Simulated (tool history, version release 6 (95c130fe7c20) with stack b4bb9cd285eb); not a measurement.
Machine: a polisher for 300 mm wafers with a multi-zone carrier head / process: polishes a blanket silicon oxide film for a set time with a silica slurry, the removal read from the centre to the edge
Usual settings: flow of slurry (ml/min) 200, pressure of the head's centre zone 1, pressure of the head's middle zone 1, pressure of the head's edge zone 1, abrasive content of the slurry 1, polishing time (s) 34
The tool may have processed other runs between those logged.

| run | day | flow of slurry (ml/min) | pressure of the head's centre zone | pressure of the head's middle zone | pressure of the head's edge zone | abrasive content of the slurry | polishing time (s) | incoming thickness of the incoming film, nm | film removed at the wafer's centre (angstrom) | film removed at mid-radius (angstrom) | film removed at the wafer's edge (angstrom) |
|---|---|---|---|---|---|---|---|---|---|---|---|
| 1 | 0 | 200 | 1 | 1.04 | 1 | 1 | 34 | 1026.7 | 1143 | 1215 | 1190 |
| 2 | 0.617 | 200 | 1 | 1.04 | 1 | 1 | 34 | 1031.9 | 1145 | 1194 | 1162 |
| 3 | 2.046 | 200 | 1 | 1 | 1 | 1 | 34 | 1025.4 | 1140 | 1174 | 1140 |
| 4 | 3.388 | 200 | 1.07 | 0.92 | 0.9 | 1.25 | 34 | 1020 | 1300 | 1163 | 1175 |
|  | 4.271 | edge zone pressure recalibrated |
|  | 4.704 | worn pad replaced by a new one |
| 5 | 7.517 | 200 | 1 | 1 | 1 | 1 | 34 | 1029.6 | 1134 | 1169 | 1155 |
| 6 | 8.133 | 200 | 1 | 1 | 1 | 1 | 34 | 1046.4 | 1115 | 1167 | 1153 |
| 7 | 8.9 | 200 | 1 | 1 | 1 | 1.2 | 38 | 1031.7 | 1351 | 1392 | 1394 |
|  | 9.521 | slurry nozzle cleaned |
| 8 | 10.571 | 200 | 1 | 1 | 1 | 1 | 39 | 1042.3 | 1314 | 1354 | 1370 |
|  | 10.842 | carrier head's membrane replaced by a new one |
| 9 | 11.671 | 200 | 1 | 1 | 1 | 1.15 | 37 | 1036.5 | 1317 | 1348 | 1318 |
|  | 12.721 | centre zone pressure recalibrated |
| 10 | 12.796 | 200 | 1 | 1 | 1 | 1 | 34 | 1031.4 | 1111 | 1168 | 1139 |
|  | 13.342 | worn pad replaced by a new one |
| 11 | 14.233 | 135 | 1 | 1 | 0.92 | 1 | 34 | 1021.7 | 1033 | 1101 | 1065 |
| 12 | 14.762 | 135 | 0.9 | 1 | 1.08 | 1.15 | 34 | 1015.5 | 996 | 1157 | 1199 |
| 13 | 15.275 | 200 | 1 | 0.97 | 1.09 | 1 | 41 | 1041.6 | 1363 | 1397 | 1478 |
| 14 | 16.471 | 200 | 1 | 1 | 1 | 1 | 34 | 1033.1 | 1119 | 1182 | 1166 |
| 15 | 17.708 | 250 | 0.94 | 1 | 1 | 1.2 | 45 | 1032.7 | 1540 | 1648 | 1672 |
| 16 | 18.754 | 200 | 1.08 | 1 | 1 | 1 | 39 | 1029.8 | 1376 | 1317 | 1267 |
| 17 | 19.854 | 130 | 0.91 | 1 | 1 | 1 | 34 | 1043.2 | 833 | 957 | 1023 |
| 18 | 20.417 | 200 | 1 | 1 | 1 | 1 | 34 | 1030.4 | 1058 | 1116 | 1091 |
|  | 21.417 | worn pad replaced by a new one |
| 19 | 21.525 | 245 | 1 | 1 | 1 | 1 | 42 | 1018.2 | 1468 | 1540 | 1512 |
| 20 | 22.867 | 240 | 1 | 1 | 1 | 1 | 28 | 1029.3 | 966 | 1006 | 999 |
| 21 | 23.696 | 200 | 1 | 1 | 1 | 1 | 34 | 1029.2 | 1088 | 1154 | 1146 |

List, for all runs, the conditions of the tool that the log does not record:
deviation of the centre zone's pressure from its setpoint, %: 0 across all the runs
deviation of the edge zone's pressure from its setpoint, %: 0 across all the runs
H1: removal rate lost through wear of the pad, %
H2: slurry flow missing at the pad, %
| run | H1 | H2 |
|---|---|---|
| 1 | 3.42 | 19 |
| 2 | 3.95 | 20.5 |
| 3 | 5.19 | 23.3 |
| 4 | 6.34 | 25.3 |
| 5 | 2.76 | 28.8 |
| 6 | 3.29 | 29.1 |
| 7 | 3.95 | 29.4 |
| 8 | 5.4 | 11.6 |
| 9 | 6.35 | 16.6 |
| 10 | 7.32 | 20.7 |
| 11 | 1.59 | 24.6 |
| 12 | 2.04 | 25.8 |
| 13 | 2.49 | 26.8 |
| 14 | 3.52 | 28.8 |
| 15 | 4.59 | 30.4 |
| 16 | 5.49 | 31.4 |
| 17 | 6.44 | 32.3 |
| 18 | 6.92 | 32.6 |
| 19 | 0.103 | 33.3 |
| 20 | 1.26 | 33.8 |
| 21 | 1.98 | 34.1 |
